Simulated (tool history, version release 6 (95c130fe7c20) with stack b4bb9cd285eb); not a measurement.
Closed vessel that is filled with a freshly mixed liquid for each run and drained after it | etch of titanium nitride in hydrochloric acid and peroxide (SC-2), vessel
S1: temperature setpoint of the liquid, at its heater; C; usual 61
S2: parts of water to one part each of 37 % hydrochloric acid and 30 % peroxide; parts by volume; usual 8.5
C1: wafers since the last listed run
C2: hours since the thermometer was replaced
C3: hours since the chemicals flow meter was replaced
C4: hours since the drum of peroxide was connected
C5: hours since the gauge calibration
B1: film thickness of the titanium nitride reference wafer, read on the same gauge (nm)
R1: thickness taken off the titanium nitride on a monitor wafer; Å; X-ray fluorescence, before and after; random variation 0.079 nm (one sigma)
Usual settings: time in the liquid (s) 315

Run 1, day 0: usual settings; C1 0; C2 477.6; C3 942.2; C4 604; C5 138.2; B1 149.98. Result: R1 105.3 Å.
Run 2, day 0.492: usual settings but S1 55 C; C1 714; C2 489.4; C3 954; C4 615.8; C5 150; B1 149.97. Result: R1 71.8 Å.
Run 3, day 0.942: usual settings; C1 653; C2 500.2; C3 964.8; C4 626.6; C5 160.8; B1 150. Result: R1 106.1 Å.
Run 4, day 1.588: usual settings; C1 938; C2 515.7; C3 980.3; C4 642.1; C5 176.3; B1 149.96. Result: R1 104.2 Å.
Run 5, day 2.292: usual settings but time in the liquid (s) 445; C1 1023; C2 532.6; C3 997.2; C4 659; C5 193.2; B1 150.06. Result: R1 145.8 Å.
Run 6, day 2.833: usual settings but time in the liquid (s) 445; C1 787; C2 545.6; C3 1010.2; C4 672; C5 206.2; B1 150.04. Result: R1 148.8 Å.
Run 7, day 3.342: usual settings; C1 738; C2 557.8; C3 1022.4; C4 684.2; C5 218.4; B1 149.99. Result: R1 102.8 Å.
Run 8, day 3.896: usual settings; C1 805; C2 571.1; C3 1035.7; C4 697.5; C5 231.7; B1 149.98. Result: R1 103.4 Å.
Run 9, day 4.512: usual settings; C1 896; C2 585.9; C3 1050.5; C4 712.3; C5 246.5; B1 150. Result: R1 103.2 Å.
Run 10, day 5.242: usual settings but time in the liquid (s) 420; C1 1059; C2 603.4; C3 1068; C4 729.8; C5 264; B1 149.98. Result: R1 138.5 Å.
At day 5.383: gauge calibrated.
Run 11, day 5.708: usual settings but S1 64.5 C, S2 11 parts by volume; C1 678; C2 614.6; C3 1079.2; C4 741; C5 7.8; B1 149.99. Result: R1 104.6 Å.
Run 12, day 6.1: usual settings but S1 55.5 C, time in the liquid (s) 440; C1 569; C2 624; C3 1088.6; C4 750.4; C5 17.2; B1 150.03. Result: R1 102.1 Å.
Run 13, day 6.75: usual settings but S1 54.5 C; C1 944; C2 639.6; C3 1104.2; C4 766; C5 32.8; B1 150.01. Result: R1 68.4 Å.
At day 7.212: chemicals flow meter replaced.
Run 14, day 7.275: usual settings; C1 702; C2 652.2; C3 1.5; C4 778.6; C5 45.4; B1 150.06. Result: R1 102 Å.
At day 7.512: new drum of peroxide connected.
Run 15, day 7.696: usual settings but S1 65.5 C, S2 10 parts by volume, time in the liquid (s) 385; C1 550; C2 662.3; C3 11.6; C4 4.4; C5 55.5; B1 150.03. Result: R1 145.5 Å.
Run 16, day 8.354: usual settings but S1 58.5 C, S2 10 parts by volume; C1 956; C2 678.1; C3 27.4; C4 20.2; C5 71.3; B1 150. Result: R1 76.1 Å.
Run 17, day 8.875: usual settings; C1 756; C2 690.6; C3 39.9; C4 32.7; C5 83.8; B1 150.02. Result: R1 101.3 Å.
At day 9.388: thermometer replaced.
Run 18, day 9.408: usual settings but time in the liquid (s) 420; C1 714; C2 0.5; C3 52.7; C4 45.5; C5 96.6; B1 150.02. Result: R1 152.7 Å.
Run 19, day 10.117: usual settings but S1 66 C, time in the liquid (s) 495; C1 1029; C2 17.5; C3 69.7; C4 62.5; C5 113.6; B1 149.97. Result: R1 243.9 Å.
Run 20, day 10.679: usual settings but S1 68.5 C, S2 4.5 parts by volume, time in the liquid (s) 495; C1 817; C2 31; C3 83.2; C4 76; C5 127.1; B1 150. Result: R1 455.1 Å.
Run 21, day 11.004: usual settings; C1 472; C2 38.8; C3 91; C4 83.8; C5 134.9; B1 150. Result: R1 113.8 Å.
Run 22, day 11.333: usual settings but S1 53 C, time in the liquid (s) 195; C1 478; C2 46.7; C3 98.9; C4 91.7; C5 142.8; B1 150.02. Result: R1 41.1 Å.
Run 23, day 11.883: usual settings but S1 56.5 C, S2 6 parts by volume, time in the liquid (s) 175; C1 799; C2 59.9; C3 112.1; C4 104.9; C5 156; B1 149.99. Result: R1 61.9 Å.

The same runs without the tool's hidden state, with the same run-to-run variation:
The hidden state here: liquid colder than its thermometer reads (K); chemicals flow above the setpoint (%); peroxide weaker than its label (%); gauge reads high (%).
run     R1
  1  114.8
  2   78.8
  3  116.2
  4  114.4
  5  160.5
  6  164.3
  7  113.7
  8  114.6
  9  114.7
 10  154.5
 11  116.6
 12  114.8
 13   77.1
 14  114.8
 15  163.5
 16   86.1
 17  114.8
 18  155.1
 19  248.3
 20  464.5
 21  116.4
 22   42.1
 23   63.5
